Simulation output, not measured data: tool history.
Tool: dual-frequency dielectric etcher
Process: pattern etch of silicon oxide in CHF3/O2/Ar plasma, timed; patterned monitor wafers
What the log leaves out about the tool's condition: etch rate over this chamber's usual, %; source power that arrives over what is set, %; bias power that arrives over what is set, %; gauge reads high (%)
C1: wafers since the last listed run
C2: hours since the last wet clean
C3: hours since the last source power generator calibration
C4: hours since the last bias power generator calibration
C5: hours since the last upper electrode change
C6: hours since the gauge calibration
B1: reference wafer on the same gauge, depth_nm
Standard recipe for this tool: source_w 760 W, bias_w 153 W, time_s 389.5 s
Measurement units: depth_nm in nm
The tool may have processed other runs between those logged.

Run 1, hour 0.0: usual settings but bias_w 172 W, time_s 316.0 s; C1 0; C2 0.5; C3 639.3; C4 1587.3; C5 5048.2; C6 1583.7; B1 863.6. Result: depth_nm 670.9 nm.
Run 2, hour 30.1: usual settings but bias_w 172 W, time_s 316.0 s; C1 121; C2 30.6; C3 669.4; C4 1617.4; C5 5078.3; C6 1613.8; B1 863.5. Result: depth_nm 668.7 nm.
Run 3, hour 137.9: usual settings but bias_w 172 W, time_s 316.0 s; C1 434; C2 138.4; C3 777.2; C4 1725.2; C5 5186.1; C6 1721.6; B1 862.1. Result: depth_nm 661.4 nm.
Run 4, hour 242.5: usual settings; C1 421; C2 243.0; C3 881.8; C4 1829.8; C5 5290.7; C6 1826.2; B1 861.5. Result: depth_nm 769.0 nm.
Run 5, hour 406.5: usual settings; C1 661; C2 407.0; C3 1045.8; C4 1993.8; C5 5454.7; C6 1990.2; B1 861.3. Result: depth_nm 759.2 nm.
Run 6, hour 450.7: usual settings; C1 178; C2 451.2; C3 1090.0; C4 2038.0; C5 5498.9; C6 2034.4; B1 863.6. Result: depth_nm 749.7 nm.
Run 7, hour 505.7: usual settings; C1 221; C2 506.2; C3 1145.0; C4 2093.0; C5 5553.9; C6 2089.4; B1 861.2. Result: depth_nm 759.0 nm.
At hour 548.4: wet clean of the chamber.
Run 8, hour 599.6: usual settings; C1 281; C2 51.2; C3 1238.9; C4 2186.9; C5 5647.8; C6 2183.3; B1 862.5. Result: depth_nm 785.9 nm.
At hour 604.9: gauge calibrated.
Run 9, hour 686.8: usual settings but bias_w 139 W; C1 351; C2 138.4; C3 1326.1; C4 2274.1; C5 5735.0; C6 81.9; B1 862.7. Result: depth_nm 747.3 nm.
Run 10, hour 738.1: usual settings but bias_w 139 W; C1 206; C2 189.7; C3 1377.4; C4 2325.4; C5 5786.3; C6 133.2; B1 862.8. Result: depth_nm 743.9 nm.
Run 11, hour 786.4: usual settings but time_s 314.5 s; C1 194; C2 238.0; C3 1425.7; C4 2373.7; C5 5834.6; C6 181.5; B1 862.1. Result: depth_nm 616.6 nm.
Run 12, hour 824.4: usual settings but time_s 314.5 s; C1 153; C2 276.0; C3 1463.7; C4 2411.7; C5 5872.6; C6 219.5; B1 862.6. Result: depth_nm 607.8 nm.
Run 13, hour 909.2: usual settings; C1 341; C2 360.8; C3 1548.5; C4 2496.5; C5 5957.4; C6 304.3; B1 862.7. Result: depth_nm 760.4 nm.
At hour 946.0: source power generator calibrated.
Run 14, hour 964.4: usual settings but source_w 630 W, bias_w 169 W, time_s 495.5 s; C1 206; C2 416.0; C3 18.4; C4 2551.7; C5 6012.6; C6 359.5; B1 862.5. Result: depth_nm 903.9 nm.
At hour 1009.9: wet clean of the chamber.
Run 15, hour 1028.8: usual settings; C1 162; C2 18.9; C3 82.8; C4 2616.1; C5 6077.0; C6 423.9; B1 862.1. Result: depth_nm 806.5 nm.
At hour 1051.8: bias power generator calibrated.
Run 16, hour 1118.2: usual settings; C1 344; C2 108.3; C3 172.2; C4 66.4; C5 6166.4; C6 513.3; B1 862.2. Result: depth_nm 794.9 nm.
Run 17, hour 1214.0: usual settings; C1 386; C2 204.1; C3 268.0; C4 162.2; C5 6262.2; C6 609.1; B1 860.2. Result: depth_nm 787.2 nm.
Run 18, hour 1313.0: usual settings but source_w 910 W; C1 399; C2 303.1; C3 367.0; C4 261.2; C5 6361.2; C6 708.1; B1 862.7. Result: depth_nm 866.3 nm.
Run 19, hour 1364.9: usual settings but source_w 860 W, bias_w 128 W, time_s 298.5 s; C1 209; C2 355.0; C3 418.9; C4 313.1; C5 6413.1; C6 760.0; B1 859.1. Result: depth_nm 601.5 nm.
Run 20, hour 1401.2: usual settings; C1 146; C2 391.3; C3 455.2; C4 349.4; C5 6449.4; C6 796.3; B1 863.4. Result: depth_nm 774.2 nm.
At hour 1515.9: wet clean of the chamber.
Run 21, hour 1516.4: usual settings but source_w 640 W, bias_w 134 W, time_s 358.5 s; C1 367; C2 0.5; C3 570.4; C4 464.6; C5 6564.6; C6 911.5; B1 860.8. Result: depth_nm 630.6 nm.
At hour 1560.4: upper electrode replaced.
Run 22, hour 1560.9: usual settings but source_w 680 W, bias_w 165 W, time_s 317.0 s; C1 82; C2 45.0; C3 614.9; C4 509.1; C5 0.5; C6 956.0; B1 862.3. Result: depth_nm 620.4 nm.
Run 23, hour 1611.1: usual settings but source_w 660 W, bias_w 117 W; C1 202; C2 95.2; C3 665.1; C4 559.3; C5 50.7; C6 1006.2; B1 863.2. Result: depth_nm 661.9 nm.
Run 24, hour 1647.7: usual settings but time_s 300.0 s; C1 147; C2 131.8; C3 701.7; C4 595.9; C5 87.3; C6 1042.8; B1 863.1. Result: depth_nm 596.5 nm.
Run 25, hour 1732.5: usual settings but source_w 930 W, bias_w 123 W, time_s 278.0 s; C1 341; C2 216.6; C3 786.5; C4 680.7; C5 172.1; C6 1127.6; B1 863.5. Result: depth_nm 567.1 nm.
Run 26, hour 1797.2: usual settings but source_w 890 W, time_s 475.0 s; C1 260; C2 281.3; C3 851.2; C4 745.4; C5 236.8; C6 1192.3; B1 861.1. Result: depth_nm 1027.1 nm.
At hour 2015.0: wet clean of the chamber.
Run 27, hour 2070.8: usual settings but bias_w 125 W; C1 1006; C2 55.8; C3 1124.8; C4 1019.0; C5 510.4; C6 1465.9; B1 860.5. Result: depth_nm 727.4 nm.
Run 28, hour 2149.5: usual settings but source_w 590 W, bias_w 188 W, time_s 337.0 s; C1 317; C2 134.5; C3 1203.5; C4 1097.7; C5 589.1; C6 1544.6; B1 862.7. Result: depth_nm 619.8 nm.
Run 29, hour 2189.3: usual settings but source_w 660 W, time_s 302.5 s; C1 160; C2 174.3; C3 1243.3; C4 1137.5; C5 628.9; C6 1584.4; B1 861.8. Result: depth_nm 553.3 nm.

Consider 4 possible next runs. They are alternatives, not a sequence: every one starts from the tool as it was left by run 29. What does each give?
Run A, hour 2189.8: usual settings; C1 2; C2 174.8; C3 1243.8; C4 1138.0; C5 629.4; C6 1584.9; B1 ?. Result: depth_nm ?.
Run B, hour 2189.8: usual settings but bias_w 183 W, time_s 279.0 s; C1 2; C2 174.8; C3 1243.8; C4 1138.0; C5 629.4; C6 1584.9; B1 ?. Result: depth_nm ?.
Run C, hour 2189.8: usual settings but source_w 850 W, bias_w 174 W, time_s 344.0 s; C1 2; C2 174.8; C3 1243.8; C4 1138.0; C5 629.4; C6 1584.9; B1 ?. Result: depth_nm ?.
Run D, hour 2189.8: usual settings but source_w 920 W, bias_w 170 W; C1 2; C2 174.8; C3 1243.8; C4 1138.0; C5 629.4; C6 1584.9; B1 ?. Result: depth_nm ?.

run     B1  depth_nm
  A  861.8     780.9
  B  861.8     594.4
  C  861.8     764.9
  D  861.8     895.5
Without the tool's hidden state the same runs would have given:
run  depth_nm
  A     812.6
  B     618.5
  C     796.0
  D     931.9

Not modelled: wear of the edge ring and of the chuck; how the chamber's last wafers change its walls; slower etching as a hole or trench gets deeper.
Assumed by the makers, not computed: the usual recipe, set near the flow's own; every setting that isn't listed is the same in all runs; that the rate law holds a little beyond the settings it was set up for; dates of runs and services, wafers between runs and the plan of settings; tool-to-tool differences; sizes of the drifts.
